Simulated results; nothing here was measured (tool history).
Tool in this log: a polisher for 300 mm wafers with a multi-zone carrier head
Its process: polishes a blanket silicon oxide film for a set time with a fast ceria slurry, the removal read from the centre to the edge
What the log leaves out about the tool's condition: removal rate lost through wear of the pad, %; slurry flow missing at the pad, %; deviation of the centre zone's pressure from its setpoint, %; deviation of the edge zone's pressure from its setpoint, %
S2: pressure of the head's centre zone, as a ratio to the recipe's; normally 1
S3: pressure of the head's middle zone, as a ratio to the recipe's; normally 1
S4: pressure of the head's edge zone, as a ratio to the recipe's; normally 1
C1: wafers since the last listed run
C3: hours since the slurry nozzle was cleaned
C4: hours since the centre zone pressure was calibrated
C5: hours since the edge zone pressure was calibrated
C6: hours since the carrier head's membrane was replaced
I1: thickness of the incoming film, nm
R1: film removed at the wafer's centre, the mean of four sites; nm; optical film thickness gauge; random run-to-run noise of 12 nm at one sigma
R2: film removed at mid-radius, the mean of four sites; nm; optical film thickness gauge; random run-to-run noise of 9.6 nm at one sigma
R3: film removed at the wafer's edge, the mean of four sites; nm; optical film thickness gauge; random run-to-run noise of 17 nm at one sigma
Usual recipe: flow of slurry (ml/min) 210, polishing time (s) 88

{"run": 1, "hour": 0.0, "flow of slurry (ml/min)": 210, "S2": 1, "S3": 1, "S4": 1, "polishing time (s)": 73, "C1": 0, "wafers polished on this pad": 420, "C3": 622.5, "C4": 457, "C5": 726.9, "C6": 1478.2, "I1": 3853.8, "R1": 897.2, "R2": 1007.8, "R3": 1013.2}
{"run": 2, "hour": 10.4, "flow of slurry (ml/min)": 210, "S2": 1, "S3": 1, "S4": 1.05, "polishing time (s)": 105, "C1": 131, "wafers polished on this pad": 551, "C3": 632.9, "C4": 467.4, "C5": 737.3, "C6": 1488.6, "I1": 3782.4, "R1": 1290, "R2": 1446.1, "R3": 1491}
{"run": 3, "hour": 20.3, "flow of slurry (ml/min)": 210, "S2": 1, "S3": 1, "S4": 1.05, "polishing time (s)": 105, "C1": 124, "wafers polished on this pad": 676, "C3": 642.8, "C4": 477.3, "C5": 747.2, "C6": 1498.5, "I1": 3824.9, "R1": 1262.9, "R2": 1442, "R3": 1502.5}
{"run": 4, "hour": 38.1, "flow of slurry (ml/min)": 210, "S2": 1, "S3": 1, "S4": 1.05, "polishing time (s)": 105, "C1": 224, "wafers polished on this pad": 901, "C3": 660.6, "C4": 495.1, "C5": 765, "C6": 1516.3, "I1": 3760.7, "R1": 1271.8, "R2": 1444.6, "R3": 1464.1}
{"run": 5, "hour": 55.6, "flow of slurry (ml/min)": 210, "S2": 1, "S3": 1, "S4": 1.03, "polishing time (s)": 88, "C1": 220, "wafers polished on this pad": 1122, "C3": 678.1, "C4": 512.6, "C5": 782.5, "C6": 1533.8, "I1": 3879.5, "R1": 1067.6, "R2": 1216, "R3": 1250.7}
{"hour": 63.6, "done": "worn pad replaced by a new one"}
{"hour": 64.3, "done": "centre zone pressure recalibrated"}
{"run": 6, "hour": 64.8, "flow of slurry (ml/min)": 210, "S2": 1, "S3": 1, "S4": 1.08, "polishing time (s)": 88, "C1": 56, "wafers polished on this pad": 6, "C3": 687.3, "C4": 0.5, "C5": 791.7, "C6": 1543, "I1": 3756.7, "R1": 1200.8, "R2": 1206, "R3": 1222.3}
{"run": 7, "hour": 73.8, "flow of slurry (ml/min)": 210, "S2": 1, "S3": 1, "S4": 1, "polishing time (s)": 88, "C1": 113, "wafers polished on this pad": 119, "C3": 696.3, "C4": 9.5, "C5": 800.7, "C6": 1552, "I1": 3791.5, "R1": 1175.1, "R2": 1210.7, "R3": 1199.3}
{"run": 8, "hour": 81.4, "flow of slurry (ml/min)": 210, "S2": 1, "S3": 1, "S4": 1, "polishing time (s)": 88, "C1": 95, "wafers polished on this pad": 215, "C3": 703.9, "C4": 17.1, "C5": 808.3, "C6": 1559.6, "I1": 3827.5, "R1": 1186.6, "R2": 1205.6, "R3": 1206.2}
{"run": 9, "hour": 94.7, "flow of slurry (ml/min)": 210, "S2": 0.94, "S3": 1, "S4": 1.07, "polishing time (s)": 88, "C1": 167, "wafers polished on this pad": 383, "C3": 717.2, "C4": 30.4, "C5": 821.6, "C6": 1572.9, "I1": 3813.8, "R1": 1094.7, "R2": 1194.9, "R3": 1208.5}
{"run": 10, "hour": 101.6, "flow of slurry (ml/min)": 175, "S2": 1, "S3": 1, "S4": 1, "polishing time (s)": 99, "C1": 87, "wafers polished on this pad": 470, "C3": 724.1, "C4": 37.3, "C5": 828.5, "C6": 1579.8, "I1": 3843.6, "R1": 1304.3, "R2": 1338.8, "R3": 1321.6}
{"hour": 103.9, "done": "slurry nozzle cleaned"}
{"run": 11, "hour": 116.3, "flow of slurry (ml/min)": 210, "S2": 1, "S3": 1.07, "S4": 1, "polishing time (s)": 118, "C1": 172, "wafers polished on this pad": 643, "C3": 12.4, "C4": 52, "C5": 843.2, "C6": 1594.5, "I1": 3844.4, "R1": 1591.5, "R2": 1736.7, "R3": 1664.9}
{"hour": 133.0, "done": "carrier head's membrane replaced by a new one"}
{"run": 12, "hour": 133.5, "flow of slurry (ml/min)": 280, "S2": 1, "S3": 0.89, "S4": 0.89, "polishing time (s)": 88, "C1": 153, "wafers polished on this pad": 797, "C3": 29.6, "C4": 69.2, "C5": 860.4, "C6": 0.5, "I1": 3827.7, "R1": 1200.8, "R2": 1102.1, "R3": 1186.1}
{"hour": 146.8, "done": "edge zone pressure recalibrated"}
{"hour": 162.5, "done": "worn pad replaced by a new one"}
{"run": 13, "hour": 162.9, "flow of slurry (ml/min)": 210, "S2": 1, "S3": 1, "S4": 1, "polishing time (s)": 88, "C1": 295, "wafers polished on this pad": 4, "C3": 59, "C4": 98.6, "C5": 16.1, "C6": 29.9, "I1": 3778.1, "R1": 1180.3, "R2": 1198.5, "R3": 1238.2}
{"run": 14, "hour": 178.4, "flow of slurry (ml/min)": 145, "S2": 1, "S3": 1, "S4": 1, "polishing time (s)": 88, "C1": 195, "wafers polished on this pad": 200, "C3": 74.5, "C4": 114.1, "C5": 31.6, "C6": 45.4, "I1": 3859.3, "R1": 1116.3, "R2": 1178.3, "R3": 1190.5}
{"run": 15, "hour": 188.6, "flow of slurry (ml/min)": 210, "S2": 1, "S3": 1, "S4": 1, "polishing time (s)": 88, "C1": 128, "wafers polished on this pad": 328, "C3": 84.7, "C4": 124.3, "C5": 41.8, "C6": 55.6, "I1": 3779.8, "R1": 1170.2, "R2": 1215.4, "R3": 1200.6}

Consider 4 possible next runs. They are alternatives, not a sequence: every one starts from the tool as it was left by run 15. What does each give?
{"run": "A", "hour": 189.0, "flow of slurry (ml/min)": 210, "S2": 1, "S3": 1, "S4": 1, "polishing time (s)": 88, "C1": 5, "wafers polished on this pad": 333, "C3": 85.1, "C4": 124.7, "C5": 42.2, "C6": 56, "I1": 3807.6, "R1": "?", "R2": "?", "R3": "?"}
{"run": "B", "hour": 189.0, "flow of slurry (ml/min)": 160, "S2": 0.94, "S3": 0.91, "S4": 0.97, "polishing time (s)": 88, "C1": 5, "wafers polished on this pad": 333, "C3": 85.1, "C4": 124.7, "C5": 42.2, "C6": 56, "I1": 3807.6, "R1": "?", "R2": "?", "R3": "?"}
{"run": "C", "hour": 189.0, "flow of slurry (ml/min)": 145, "S2": 1, "S3": 1, "S4": 1.08, "polishing time (s)": 88, "C1": 5, "wafers polished on this pad": 333, "C3": 85.1, "C4": 124.7, "C5": 42.2, "C6": 56, "I1": 3807.6, "R1": "?", "R2": "?", "R3": "?"}
{"run": "D", "hour": 189.0, "flow of slurry (ml/min)": 210, "S2": 1, "S3": 0.92, "S4": 0.94, "polishing time (s)": 63, "C1": 5, "wafers polished on this pad": 333, "C3": 85.1, "C4": 124.7, "C5": 42.2, "C6": 56, "I1": 3807.6, "R1": "?", "R2": "?", "R3": "?"}

run=A R1=1151.8 R2=1201.7 R3=1207.7
run=B R1=1054 R2=1085.6 R3=1176
run=C R1=1112.2 R2=1164.5 R3=1213.8
run=D R1=824.2 R2=802.3 R3=846.9
Had the tool no hidden state, the same runs would have come out as:
run=A R1=1187 R2=1201.5 R3=1207.7
run=B R1=1086.3 R2=1085.4 R3=1176
run=C R1=1146.1 R2=1164.3 R3=1213.8
run=D R1=849.3 R2=802.1 R3=846.9

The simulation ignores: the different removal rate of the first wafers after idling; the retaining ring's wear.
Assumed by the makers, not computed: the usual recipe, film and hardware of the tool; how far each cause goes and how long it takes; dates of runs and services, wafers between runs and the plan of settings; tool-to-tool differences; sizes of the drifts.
